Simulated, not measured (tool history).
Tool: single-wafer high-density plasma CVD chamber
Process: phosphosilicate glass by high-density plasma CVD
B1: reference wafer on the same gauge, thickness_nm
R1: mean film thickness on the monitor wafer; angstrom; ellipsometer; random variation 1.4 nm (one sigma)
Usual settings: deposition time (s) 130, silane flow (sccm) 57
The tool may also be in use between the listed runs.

Run 1, hour 0.0: usual settings but silane flow (sccm) 63; B1 563.823. Result: R1 7316.48 angstrom.
Run 2, hour 31.2: usual settings but silane flow (sccm) 51; B1 563.863. Result: R1 6162.20 angstrom.
Run 3, hour 100.7: usual settings but silane flow (sccm) 51; B1 564.240. Result: R1 6155.37 angstrom.
Run 4, hour 163.3: usual settings but silane flow (sccm) 61; B1 564.317. Result: R1 7057.19 angstrom.
Run 5, hour 196.0: usual settings but silane flow (sccm) 61; B1 563.943. Result: R1 7078.74 angstrom.
Run 6, hour 233.1: usual settings but silane flow (sccm) 54; B1 564.200. Result: R1 6408.69 angstrom.
Run 7, hour 265.6: usual settings but silane flow (sccm) 54; B1 563.859. Result: R1 6433.38 angstrom.
Run 8, hour 296.9: usual settings; B1 563.685. Result: R1 6716.67 angstrom.
Run 9, hour 362.8: usual settings but deposition time (s) 118, silane flow (sccm) 60; B1 564.188. Result: R1 6319.55 angstrom.
At hour 410.9: gauge calibrated.
Run 10, hour 432.0: usual settings but deposition time (s) 113, silane flow (sccm) 67; B1 564.129. Result: R1 6612.09 angstrom.
Run 11, hour 469.3: usual settings but deposition time (s) 123; B1 564.305. Result: R1 6318.47 angstrom.
Run 12, hour 527.0: usual settings but deposition time (s) 108; B1 563.748. Result: R1 5524.35 angstrom.
At hour 556.7: silane flow controller replaced.
Run 13, hour 566.0: usual settings but deposition time (s) 113, silane flow (sccm) 67; B1 563.967. Result: R1 6848.79 angstrom.
Run 14, hour 607.4: usual settings; B1 564.032. Result: R1 6954.29 angstrom.
Run 15, hour 658.8: usual settings but silane flow (sccm) 64; B1 563.943. Result: R1 7596.05 angstrom.
Run 16, hour 717.0: usual settings; B1 564.284. Result: R1 6962.36 angstrom.
Run 17, hour 764.5: usual settings but silane flow (sccm) 60; B1 563.754. Result: R1 7218.73 angstrom.
Run 18, hour 828.1: usual settings but deposition time (s) 151, silane flow (sccm) 63; B1 564.366. Result: R1 8735.73 angstrom.
Run 19, hour 879.5: usual settings but deposition time (s) 153, silane flow (sccm) 60; B1 563.997. Result: R1 8507.36 angstrom.

4 ways to go on from here, each from the tool as it stands after run 19. What would each give?
Run A, hour 879.9: usual settings; B1 ?. Result: R1 ?.
Run B, hour 879.9: usual settings but silane flow (sccm) 49; B1 ?. Result: R1 ?.
Run C, hour 879.9: usual settings but deposition time (s) 111; B1 ?. Result: R1 ?.
Run D, hour 879.9: usual settings but deposition time (s) 105, silane flow (sccm) 48; B1 ?. Result: R1 ?.

run       B1       R1
  A  563.854  6915.76
  B  563.854  6149.42
  C  563.854  5904.99
  D  563.854  4889.47
Without the tool's hidden state the same runs would have given:
run       R1
  A  6920.26
  B  6153.43
  C  5908.84
  D  4892.66
